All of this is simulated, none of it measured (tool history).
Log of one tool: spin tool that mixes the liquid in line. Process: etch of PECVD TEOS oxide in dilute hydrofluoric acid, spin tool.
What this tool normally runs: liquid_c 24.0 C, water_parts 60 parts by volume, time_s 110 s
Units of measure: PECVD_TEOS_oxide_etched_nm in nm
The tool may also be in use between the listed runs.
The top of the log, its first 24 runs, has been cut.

run    hour  liquid_c  water_parts  time_s  wafers since the last listed run  hours since the thermometer was replaced  hours since the hydrofluoric acid flow meter was replaced  hours since the gauge calibration  read-back film thickness of the PECVD TEOS oxide reference wafer, read on the same gauge (nm)  PECVD_TEOS_oxide_etched_nm
 25  1273.6      27.5           60     110                               345                                     414.0                                                      769.7                              941.0                                                                                         100.01                       62.91
 26  1332.8      21.5           60     110                               457                                     473.2                                                      828.9                             1000.2                                                                                         100.00                       49.03
 27  1379.1      24.0           60     110                               357                                     519.5                                                      875.2                             1046.5                                                                                         100.00                       54.65
 28  1404.7      24.0           60     110                               197                                     545.1                                                      900.8                             1072.1                                                                                          99.95                       54.87
 29  1435.2      21.5           70     110                               235                                     575.6                                                      931.3                             1102.6                                                                                         100.02                       42.08
 30  1496.3      24.0           60     110                               471                                     636.7                                                      992.4                             1163.7                                                                                         100.01                       55.39
 31  1530.0      24.0           60     110                               260                                     670.4                                                     1026.1                             1197.4                                                                                         100.00                       54.89
 32  1595.8      19.5           60      45                               508                                     736.2                                                     1091.9                             1263.2                                                                                          99.98                       18.71

Here are 5 independent what-if runs from the current tool condition. What would each one return?
  A  1596.2      24.0           60     110                                 3                                     736.6                                                     1092.3                             1263.6                                                                                              ?                           ?
  B  1596.2      20.0           60     110                                 3                                     736.6                                                     1092.3                             1263.6                                                                                              ?                           ?
  C  1596.2      27.0           85     145                                 3                                     736.6                                                     1092.3                             1263.6                                                                                              ?                           ?
  D  1596.2      26.5           50     150                                 3                                     736.6                                                     1092.3                             1263.6                                                                                              ?                           ?
  E  1596.2      24.0           50     110                                 3                                     736.6                                                     1092.3                             1263.6                                                                                              ?                           ?

run  read-back film thickness of the PECVD TEOS oxide reference wafer, read on the same gauge (nm)  PECVD_TEOS_oxide_etched_nm
  A                                                                                         100.00                       54.93
  B                                                                                         100.00                       46.55
  C                                                                                         100.00                       55.70
  D                                                                                         100.00                      100.83
  E                                                                                         100.00                       66.80
Without the tool's unlogged condition, the same runs would have read:
run  PECVD_TEOS_oxide_etched_nm
  A                       54.15
  B                       45.87
  C                       54.94
  D                       99.42
  E                       65.85
